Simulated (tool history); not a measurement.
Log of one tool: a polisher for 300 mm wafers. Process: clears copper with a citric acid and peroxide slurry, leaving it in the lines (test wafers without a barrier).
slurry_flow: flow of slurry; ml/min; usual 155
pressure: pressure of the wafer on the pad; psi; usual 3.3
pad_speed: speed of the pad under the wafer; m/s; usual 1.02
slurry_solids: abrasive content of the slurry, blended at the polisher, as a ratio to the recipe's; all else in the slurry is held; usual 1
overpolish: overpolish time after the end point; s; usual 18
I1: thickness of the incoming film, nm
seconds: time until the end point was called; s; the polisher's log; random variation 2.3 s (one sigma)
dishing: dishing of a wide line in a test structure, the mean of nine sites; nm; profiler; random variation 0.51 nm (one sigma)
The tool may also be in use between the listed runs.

Run 1, hour 0: usual settings; I1 331.2. Result: seconds 143.4 s, dishing 32.2 nm.
Run 2, hour 7.1: usual settings; I1 328.4. Result: seconds 140.9 s, dishing 33 nm.
Run 3, hour 24.8: usual settings; I1 332. Result: seconds 143.1 s, dishing 32 nm.
Run 4, hour 63.8: usual settings but pad_speed 0.9 m/s; I1 328.8. Result: seconds 155.7 s, dishing 28.7 nm.
Run 5, hour 74.6: usual settings but pad_speed 0.9 m/s; I1 329.2. Result: seconds 161.7 s, dishing 29.3 nm.
Run 6, hour 90.3: usual settings but pad_speed 0.9 m/s; I1 331.4. Result: seconds 161.6 s, dishing 28.5 nm.
Run 7, hour 105.1: usual settings but overpolish 26 s; I1 334.4. Result: seconds 148.1 s, dishing 43.1 nm.
Run 8, hour 112.3: usual settings but overpolish 12 s; I1 332.3. Result: seconds 149.9 s, dishing 21.9 nm.
At hour 125.9: worn pad replaced by a new one.
Run 9, hour 127.9: usual settings but overpolish 12 s; I1 329.2. Result: seconds 145.2 s, dishing 21.8 nm.
Run 10, hour 140.7: usual settings but overpolish 12 s; I1 330.6. Result: seconds 147.1 s, dishing 21.8 nm.
Run 11, hour 149.8: usual settings; I1 334. Result: seconds 149.7 s, dishing 31.3 nm.
At hour 190.8: slurry blender recalibrated.
Run 12, hour 191.3: usual settings; I1 330.4. Result: seconds 148.5 s, dishing 31 nm.
Run 13, hour 202.3: usual settings; I1 324.7. Result: seconds 149.1 s, dishing 30.3 nm.
Run 14, hour 215.4: usual settings but slurry_flow 120 ml/min, pad_speed 1.34 m/s, slurry_solids 1.1; I1 329.5. Result: seconds 126.1 s, dishing 35.7 nm.
Run 15, hour 228: usual settings; I1 335.6. Result: seconds 154.1 s, dishing 30.4 nm.
Run 16, hour 240.2: usual settings but slurry_flow 185 ml/min, pressure 4.5 psi, overpolish 10 s; I1 332.4. Result: seconds 106.8 s, dishing 25.4 nm.
Run 17, hour 252.2: usual settings but slurry_flow 185 ml/min, pressure 2.7 psi; I1 327.7. Result: seconds 170.4 s, dishing 25.8 nm.
At hour 264: worn pad replaced by a new one.
Run 18, hour 270: usual settings but pad_speed 0.88 m/s, slurry_solids 0.9, overpolish 8 s; I1 327. Result: seconds 177.1 s, dishing 12.5 nm.
At hour 282.4: head pressure recalibrated.
At hour 282.8: slurry nozzle cleaned.
Run 19, hour 287: usual settings; I1 334.9. Result: seconds 135.4 s, dishing 33.4 nm.
Run 20, hour 297.3: usual settings; I1 330.9. Result: seconds 138.6 s, dishing 34 nm.
Run 21, hour 304: usual settings but pad_speed 0.84 m/s; I1 331.6. Result: seconds 159.2 s, dishing 28.3 nm.
Run 22, hour 340.4: usual settings but slurry_flow 130 ml/min, pressure 3.8 psi, pad_speed 1.22 m/s; I1 330.9. Result: seconds 106.6 s, dishing 41.9 nm.
Run 23, hour 352.2: usual settings but slurry_flow 130 ml/min, pressure 4.1 psi, pad_speed 0.8 m/s, overpolish 13 s; I1 328.1. Result: seconds 146.9 s, dishing 24.6 nm.
Run 24, hour 364.7: usual settings but slurry_flow 180 ml/min, pad_speed 0.7 m/s; I1 335.3. Result: seconds 188.7 s, dishing 25.8 nm.
At hour 379.4: slurry blender recalibrated.
Run 25, hour 379.9: usual settings but slurry_flow 175 ml/min, slurry_solids 1.2; I1 331.1. Result: seconds 134.3 s, dishing 34.4 nm.
Run 26, hour 384.6: usual settings; I1 332.8. Result: seconds 133.4 s, dishing 32.7 nm.
Run 27, hour 395.4: usual settings but slurry_flow 120 ml/min; I1 328.4. Result: seconds 141.4 s, dishing 31.1 nm.
At hour 411.9: worn pad replaced by a new one.
Run 28, hour 412.4: usual settings but slurry_flow 205 ml/min, slurry_solids 0.8; I1 328.7. Result: seconds 129.3 s, dishing 33.2 nm.
Run 29, hour 421.8: usual settings but pressure 2.6 psi, pad_speed 0.82 m/s, slurry_solids 1.2; I1 331.6. Result: seconds 205 s, dishing 23.8 nm.

3 ways to go on from here, each from the tool as it stands after run 29. What would each give?
Run A, hour 422.3: usual settings; I1 325.3. Result: seconds ?, dishing ?.
Run B, hour 422.3: usual settings but pad_speed 1.34 m/s; I1 325.3. Result: seconds ?, dishing ?.
Run C, hour 422.3: usual settings but slurry_flow 185 ml/min, pressure 2.4 psi, pad_speed 0.76 m/s, overpolish 22 s; I1 325.3. Result: seconds ?, dishing ?.

run  seconds  dishing
  A    134.7     33.1
  B    105.3     40.6
  C    229.9     24.5
Without the tool's hidden state the same runs would have given:
run  seconds  dishing
  A    133.5     33.3
  B    104.3     40.9
  C    228.1     24.7
